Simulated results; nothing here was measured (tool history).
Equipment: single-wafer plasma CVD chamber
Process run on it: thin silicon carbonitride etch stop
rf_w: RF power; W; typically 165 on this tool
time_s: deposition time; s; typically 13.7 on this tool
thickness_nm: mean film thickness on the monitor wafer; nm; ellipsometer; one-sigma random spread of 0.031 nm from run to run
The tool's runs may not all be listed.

run    hour  rf_w  time_s  wafers since the last listed run  hours since the last thermocouple change  hours since the last RF generator calibration  hours since the showerhead was replaced  hours since the gauge calibration  read-back reference wafer on the same gauge, thickness_nm  thickness_nm
  1     0.0   145    13.7                                 0                                    1120.5                                         1368.3                                   6723.2                             1167.6                                                      7.394         7.036
  2    63.6   145    13.7                              2250                                    1184.1                                         1431.9                                   6786.8                             1231.2                                                      7.411         7.029
  3    96.0   165    15.4                              1146                                    1216.5                                         1464.3                                   6819.2                             1263.6                                                      7.402         8.173
  4   124.4   165    15.4                              1005                                    1244.9                                         1492.7                                   6847.6                             1292.0                                                      7.390         8.221
  5   188.5   165    15.4                              2268                                    1309.0                                         1556.8                                   6911.7                             1356.1                                                      7.408         8.173
  6   222.5   165    13.7                              1203                                    1343.0                                         1590.8                                   6945.7                             1390.1                                                      7.403         7.305
  7   289.9   165    13.7                              2385                                    1410.4                                         1658.2                                   7013.1                             1457.5                                                      7.396         7.333
  8   394.2   165    13.7                              3691                                    1514.7                                         1762.5                                   7117.4                             1561.8                                                      7.394         7.296
  9   425.1   165    13.7                              1093                                    1545.6                                         1793.4                                   7148.3                             1592.7                                                      7.402         7.232
 10   452.9   165    15.1                               983                                    1573.4                                         1821.2                                   7176.1                             1620.5                                                      7.399         7.996
 11   496.0   165    15.1                              1525                                    1616.5                                         1864.3                                   7219.2                             1663.6                                                      7.403         8.040
 12   532.8   165    13.7                              1302                                    1653.3                                         1901.1                                   7256.0                             1700.4                                                      7.392         7.244
      571.6  -- thermocouple changed; heater temperature recalibrated
 13   598.7   165    13.7                              2048                                      27.1                                         1967.0                                   7321.9                             1766.3                                                      7.401         7.266
      665.5  -- showerhead replaced
 14   666.0   180    13.7                              2098                                      94.4                                         2034.3                                      0.5                             1833.6                                                      7.396         7.418
      680.9  -- gauge calibrated
 15   702.8   180    13.7                              1302                                     131.2                                         2071.1                                     37.3                               21.9                                                      7.411         7.493
 16   730.7   140    15.7                               987                                     159.1                                         2099.0                                     65.2                               49.8                                                      7.387         7.870
 17   774.2   140    15.7                              1539                                     202.6                                         2142.5                                    108.7                               93.3                                                      7.413         7.768
 18   843.2   165    13.7                              2441                                     271.6                                         2211.5                                    177.7                              162.3                                                      7.416         7.214
 19   901.5   190    15.2                              2063                                     329.9                                         2269.8                                    236.0                              220.6                                                      7.401         8.448
 20   968.4   155    11.7                              2367                                     396.8                                         2336.7                                    302.9                              287.5                                                      7.403         6.018
 21  1006.8   165    13.7                              1358                                     435.2                                         2375.1                                    341.3                              325.9                                                      7.390         7.221
     1051.2  -- RF generator calibrated
 22  1051.7   190    15.3                              1305                                     480.1                                            0.5                                    386.2                              370.8                                                      7.397         8.738
 23  1083.6   165    14.6                              1128                                     512.0                                           32.4                                    418.1                              402.7                                                      7.402         7.897
 24  1136.7   165    13.7                              1879                                     565.1                                           85.5                                    471.2                              455.8                                                      7.391         7.407
 25  1198.6   180    14.4                              2190                                     627.0                                          147.4                                    533.1                              517.7                                                      7.391         8.025
 26  1258.2   155    14.9                              2109                                     686.6                                          207.0                                    592.7                              577.3                                                      7.383         7.865
 27  1299.0   150    15.2                              1443                                     727.4                                          247.8                                    633.5                              618.1                                                      7.396         7.980
 28  1344.8   165    13.0                              1620                                     773.2                                          293.6                                    679.3                              663.9                                                      7.397         6.999
 29  1388.8   145    12.8                              1557                                     817.2                                          337.6                                    723.3                              707.9                                                      7.400         6.619
 30  1594.7   165    13.7                              7286                                    1023.1                                          543.5                                    929.2                              913.8                                                      7.391         7.400
 31  1637.1   145    12.9                              1500                                    1065.5                                          585.9                                    971.6                              956.2                                                      7.406         6.632
 32  1668.4   150    16.2                              1107                                    1096.8                                          617.2                                   1002.9                              987.5                                                      7.410         8.423
 33  1724.1   185    15.3                              1971                                    1152.5                                          672.9                                   1058.6                             1043.2                                                      7.390         8.525
 34  1790.0   180    12.6                              2332                                    1218.4                                          738.8                                   1124.5                             1109.1                                                      7.391         7.006

Exercise: give the hidden state of the tool at every run:
wafer temperature above the value expected at the setpoint (K): 0 on each run
gauge reads high (%): 0 on each run
H1: delivered RF power above the setpoint (%)
run      H1
  1   -3.09
  2   -3.32
  3   -3.43
  4   -3.54
  5   -3.79
  6   -3.93
  7    -4.2
  8   -4.66
  9    -4.8
 10   -4.92
 11   -5.12
 12    -5.3
 13   -5.62
 14   -5.97
 15   -6.16
 16   -6.31
 17   -6.54
 18   -6.92
 19   -7.25
 20   -7.64
 21   -7.87
 22  -0.446
 23  -0.448
 24  -0.456
 25  -0.474
 26  -0.501
 27  -0.524
 28  -0.556
 29  -0.591
 30  -0.821
 31  -0.882
 32   -0.93
 33   -1.02
 34   -1.14
